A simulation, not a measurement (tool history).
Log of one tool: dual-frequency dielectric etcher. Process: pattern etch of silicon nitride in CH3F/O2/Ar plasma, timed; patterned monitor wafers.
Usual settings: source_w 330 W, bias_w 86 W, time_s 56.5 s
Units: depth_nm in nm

| run | hour | source_w | bias_w | time_s | read-back reference wafer on the same gauge, depth_nm | depth_nm |
|---|---|---|---|---|---|---|
| 1 | 0 | 330 | 86 | 56.5 | 33.34 | 41.21 |
| 2 | 49.7 | 330 | 86 | 56.5 | 33.3 | 41.22 |
| 3 | 92.4 | 330 | 79 | 56.5 | 33.3 | 40.29 |
| 4 | 131.5 | 350 | 86 | 56.5 | 33.33 | 42.72 |
| 5 | 200.3 | 330 | 86 | 56.5 | 33.31 | 41.16 |
| 6 | 241.7 | 330 | 86 | 56.5 | 33.3 | 40.93 |
| 7 | 293.5 | 330 | 86 | 56.5 | 33.27 | 40.84 |
| 8 | 335.4 | 330 | 86 | 56.5 | 33.31 | 40.73 |
|  | 381.1 | gauge calibrated |
| 9 | 400 | 330 | 99 | 56.5 | 33.31 | 42.37 |
|  | 441.5 | wet clean of the chamber |
| 10 | 442 | 370 | 72 | 56.5 | 33.27 | 42.41 |
| 11 | 479.4 | 370 | 72 | 56.5 | 33.3 | 42.27 |
| 12 | 516.5 | 330 | 86 | 56.5 | 33.31 | 41.4 |
| 13 | 585.3 | 330 | 86 | 56.5 | 33.32 | 41.3 |
|  | 626.8 | source power generator calibrated |
| 14 | 640.5 | 330 | 86 | 56.5 | 33.26 | 40.4 |
| 15 | 772.6 | 330 | 77 | 56.5 | 33.29 | 39.25 |
|  | 797.5 | bias power generator calibrated |
| 16 | 800.7 | 290 | 86 | 56.5 | 33.29 | 37.24 |
| 17 | 852.7 | 330 | 93 | 56.5 | 33.33 | 41.04 |
| 18 | 883.5 | 330 | 94 | 56.5 | 33.34 | 41.1 |
| 19 | 912.8 | 330 | 86 | 56.5 | 33.3 | 40.47 |
| 20 | 957.8 | 390 | 86 | 46 | 33.31 | 35.83 |
| 21 | 985 | 290 | 70 | 67.5 | 33.31 | 42.03 |
|  | 1040.8 | wet clean of the chamber |
| 22 | 1041.3 | 380 | 78 | 56.5 | 33.26 | 43.15 |
| 23 | 1073.9 | 330 | 86 | 47.5 | 33.27 | 34.37 |
|  | 1139.4 | upper electrode replaced |
| 24 | 1139.9 | 330 | 86 | 56.5 | 33.33 | 40.76 |
| 25 | 1203 | 370 | 95 | 65.5 | 33.29 | 52 |
| 26 | 1252.2 | 330 | 72 | 45.5 | 33.28 | 31.27 |
| 27 | 1281.3 | 330 | 86 | 56.5 | 33.33 | 40.55 |
| 28 | 1342.6 | 330 | 86 | 56.5 | 33.3 | 40.68 |
|  | 1350 | gauge calibrated |
| 29 | 1469.7 | 330 | 86 | 56.5 | 33.31 | 40.51 |

Measured less the same run without the tool's hidden state. The same run-to-run variation is in both; the gauge's scatter may not be:
The hidden state here: etch rate over this chamber's usual, %; source power that arrives over what is set, %; bias power that arrives over what is set, %; gauge reads high (%).
| run | depth_nm |
|---|---|
| 1 | +0.74 |
| 2 | +0.69 |
| 3 | +0.63 |
| 4 | +0.62 |
| 5 | +0.53 |
| 6 | +0.48 |
| 7 | +0.42 |
| 8 | +0.37 |
| 9 | +0.3 |
| 10 | +1.02 |
| 11 | +0.97 |
| 12 | +0.9 |
| 13 | +0.82 |
| 14 | -0.23 |
| 15 | -0.22 |
| 16 | -0.21 |
| 17 | -0.24 |
| 18 | -0.25 |
| 19 | -0.25 |
| 20 | -0.22 |
| 21 | -0.28 |
| 22 | +0.37 |
| 23 | +0.28 |
| 24 | +0.31 |
| 25 | +0.36 |
| 26 | +0.2 |
| 27 | +0.24 |
| 28 | +0.21 |
| 29 | +0.13 |
